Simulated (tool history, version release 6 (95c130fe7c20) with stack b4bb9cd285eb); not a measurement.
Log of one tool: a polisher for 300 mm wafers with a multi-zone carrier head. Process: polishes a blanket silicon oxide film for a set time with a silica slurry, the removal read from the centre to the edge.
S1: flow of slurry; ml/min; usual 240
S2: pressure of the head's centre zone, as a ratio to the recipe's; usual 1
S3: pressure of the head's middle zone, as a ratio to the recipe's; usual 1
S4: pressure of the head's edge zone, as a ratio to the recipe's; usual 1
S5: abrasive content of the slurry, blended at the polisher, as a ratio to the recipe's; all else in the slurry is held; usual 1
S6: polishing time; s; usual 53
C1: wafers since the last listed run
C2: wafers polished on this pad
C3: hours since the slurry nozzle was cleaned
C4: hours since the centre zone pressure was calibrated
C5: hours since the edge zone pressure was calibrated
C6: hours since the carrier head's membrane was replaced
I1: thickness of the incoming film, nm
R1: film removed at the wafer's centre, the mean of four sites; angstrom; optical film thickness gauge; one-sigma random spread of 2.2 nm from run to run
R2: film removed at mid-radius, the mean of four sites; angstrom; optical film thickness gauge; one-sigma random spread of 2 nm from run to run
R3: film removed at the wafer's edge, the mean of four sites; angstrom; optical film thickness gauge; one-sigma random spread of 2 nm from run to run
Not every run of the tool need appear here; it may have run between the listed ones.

Run 1, hour 0: usual settings; C1 0; C2 944; C3 186.7; C4 1236.3; C5 29.9; C6 1683.6; I1 1777.2. Result: R1 1546 angstrom, R2 1513 angstrom, R3 1549 angstrom.
At hour 29.7: worn pad replaced by a new one.
At hour 42.3: centre zone pressure recalibrated.
Run 2, hour 48.5: usual settings but S3 0.95, S4 0.91, S6 58 s; C1 646; C2 255; C3 235.2; C4 6.2; C5 78.4; C6 1732.1; I1 1807.4. Result: R1 1651 angstrom, R2 1584 angstrom, R3 1641 angstrom.
Run 3, hour 54.7: usual settings but S1 260 ml/min, S3 0.9, S6 34 s; C1 94; C2 349; C3 241.4; C4 12.4; C5 84.6; C6 1738.3; I1 1776.4. Result: R1 990 angstrom, R2 907 angstrom, R3 1017 angstrom.
Run 4, hour 65.6: usual settings but S2 1.07, S3 1.08, S6 62 s; C1 165; C2 515; C3 252.3; C4 23.3; C5 95.5; C6 1749.2; I1 1809.8. Result: R1 1892 angstrom, R2 1884 angstrom, R3 1833 angstrom.
Run 5, hour 78.7: usual settings but S3 0.94; C1 199; C2 714; C3 265.4; C4 36.4; C5 108.6; C6 1762.3; I1 1818.3. Result: R1 1497 angstrom, R2 1478 angstrom, R3 1557 angstrom.
Run 6, hour 88.2: usual settings; C1 144; C2 859; C3 274.9; C4 45.9; C5 118.1; C6 1771.8; I1 1806.7. Result: R1 1536 angstrom, R2 1502 angstrom, R3 1572 angstrom.
Run 7, hour 104.7: usual settings but S5 1.15; C1 250; C2 1110; C3 291.4; C4 62.4; C5 134.6; C6 1788.3; I1 1791.2. Result: R1 1590 angstrom, R2 1595 angstrom, R3 1644 angstrom.
At hour 120.8: slurry nozzle cleaned.
Run 8, hour 121.2: usual settings; C1 235; C2 1345; C3 0.4; C4 78.9; C5 151.1; C6 1804.8; I1 1837.3. Result: R1 1646 angstrom, R2 1632 angstrom, R3 1666 angstrom.
Run 9, hour 130.3: usual settings; C1 138; C2 1484; C3 9.5; C4 88; C5 160.2; C6 1813.9; I1 1798.9. Result: R1 1643 angstrom, R2 1631 angstrom, R3 1609 angstrom.
At hour 135.9: worn pad replaced by a new one.
Run 10, hour 137.4: usual settings; C1 47; C2 22; C3 16.6; C4 95.1; C5 167.3; C6 1821; I1 1788.9. Result: R1 1633 angstrom, R2 1606 angstrom, R3 1615 angstrom.
Run 11, hour 158.2: usual settings but S2 0.95, S4 0.89; C1 316; C2 338; C3 37.4; C4 115.9; C5 188.1; C6 1841.8; I1 1791.6. Result: R1 1495 angstrom, R2 1588 angstrom, R3 1490 angstrom.
At hour 169.8: carrier head's membrane replaced by a new one.
Run 12, hour 170.3: usual settings but S1 325 ml/min, S2 0.88, S4 0.92, S5 0.8; C1 108; C2 446; C3 49.5; C4 128; C5 200.2; C6 0.5; I1 1811.3. Result: R1 1338 angstrom, R2 1524 angstrom, R3 1471 angstrom.

Forecast run 13:
Run 13, hour 175.7: usual settings but S1 190 ml/min, S4 0.89; C1 82; C2 529; C3 54.9; C4 133.4; C5 205.6; C6 5.9; I1 1805.8. Result: R1 ?, R2 ?, R3 ?.

Run 13 produced R1 1507 angstrom, R2 1530 angstrom, R3 1477 angstrom.
With no hidden state in the tool, this same run would have given R1 1582 angstrom, R2 1597 angstrom, R3 1524 angstrom.
